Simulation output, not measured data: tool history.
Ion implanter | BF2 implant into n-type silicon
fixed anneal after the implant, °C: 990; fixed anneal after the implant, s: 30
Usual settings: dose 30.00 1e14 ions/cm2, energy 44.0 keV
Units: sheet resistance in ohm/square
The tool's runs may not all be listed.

| run | hour | dose | energy | read-back reference wafer on the same gauge, sheet resistance | sheet resistance |
|---|---|---|---|---|---|
| 1 | 0.0 | 26.11 | 44.0 | 101.11 | 106.27 |
| 2 | 82.7 | 36.89 | 44.0 | 100.96 | 102.69 |
|  | 99.5 | gauge calibrated |
|  | 143.5 | Faraday cup replaced and dose calibrated |
| 3 | 314.3 | 36.89 | 44.0 | 101.00 | 103.70 |
| 4 | 377.2 | 30.00 | 44.0 | 101.05 | 105.82 |
| 5 | 455.5 | 30.00 | 44.0 | 100.94 | 104.78 |
| 6 | 561.3 | 30.00 | 44.0 | 101.04 | 106.13 |
|  | 631.4 | Faraday cup replaced and dose calibrated |
| 7 | 666.0 | 30.00 | 44.0 | 101.05 | 105.74 |
| 8 | 734.2 | 30.00 | 44.0 | 101.07 | 105.42 |
| 9 | 784.9 | 30.00 | 44.0 | 100.91 | 105.77 |
| 10 | 878.9 | 27.91 | 44.0 | 100.96 | 105.71 |
|  | 918.7 | extraction supply calibrated |
| 11 | 964.0 | 30.00 | 44.0 | 100.91 | 107.30 |
| 12 | 1028.2 | 30.00 | 44.0 | 101.03 | 107.13 |
|  | 1089.5 | Faraday cup replaced and dose calibrated |
| 13 | 1090.0 | 30.00 | 44.0 | 101.02 | 107.23 |
| 14 | 1195.7 | 34.25 | 44.0 | 100.94 | 105.63 |
| 15 | 1297.7 | 21.32 | 38.0 | 100.99 | 118.15 |
| 16 | 1390.6 | 30.00 | 44.0 | 101.11 | 106.94 |
|  | 1437.0 | extraction supply calibrated, repeated, since the last time left the tool worse |
| 17 | 1453.7 | 23.38 | 40.0 | 100.96 | 111.71 |
| 18 | 1593.7 | 23.11 | 57.0 | 100.98 | 91.61 |
|  | 1613.0 | Faraday cup replaced and dose calibrated |
| 19 | 1688.9 | 37.03 | 54.0 | 100.93 | 91.19 |
| 20 | 1729.8 | 30.00 | 44.0 | 101.11 | 103.29 |
|  | 1904.0 | gauge calibrated |
| 21 | 1904.2 | 30.00 | 44.0 | 101.04 | 105.08 |
| 22 | 1995.1 | 30.00 | 44.0 | 101.08 | 105.32 |
| 23 | 2071.5 | 30.00 | 44.0 | 100.99 | 103.49 |
|  | 2119.5 | Faraday cup replaced and dose calibrated |
| 24 | 2125.6 | 24.54 | 54.5 | 101.07 | 93.39 |
| 25 | 2180.9 | 21.20 | 56.0 | 100.98 | 93.92 |
| 26 | 2304.2 | 24.06 | 33.5 | 100.99 | 122.51 |
| 27 | 2370.5 | 23.50 | 29.5 | 100.94 | 131.35 |
| 28 | 2406.5 | 30.00 | 44.0 | 100.98 | 104.67 |
| 29 | 2442.9 | 32.63 | 29.0 | 101.05 | 129.59 |

4 ways to go on from here, each from the tool as it stands after run 29. What would each give?
| A | 2443.3 | 30.00 | 44.0 | ? | ? |
| B | 2443.3 | 32.40 | 32.5 | ? | ? |
| C | 2443.3 | 35.91 | 54.0 | ? | ? |
| D | 2443.3 | 30.00 | 37.5 | ? | ? |

| run | read-back reference wafer on the same gauge, sheet resistance | sheet resistance |
|---|---|---|
| A | 100.98 | 104.87 |
| B | 100.98 | 122.36 |
| C | 100.98 | 92.09 |
| D | 100.98 | 114.29 |
Without the tool's hidden state the same runs would have given:
| run | sheet resistance |
|---|---|
| A | 104.44 |
| B | 121.91 |
| C | 91.69 |
| D | 113.86 |

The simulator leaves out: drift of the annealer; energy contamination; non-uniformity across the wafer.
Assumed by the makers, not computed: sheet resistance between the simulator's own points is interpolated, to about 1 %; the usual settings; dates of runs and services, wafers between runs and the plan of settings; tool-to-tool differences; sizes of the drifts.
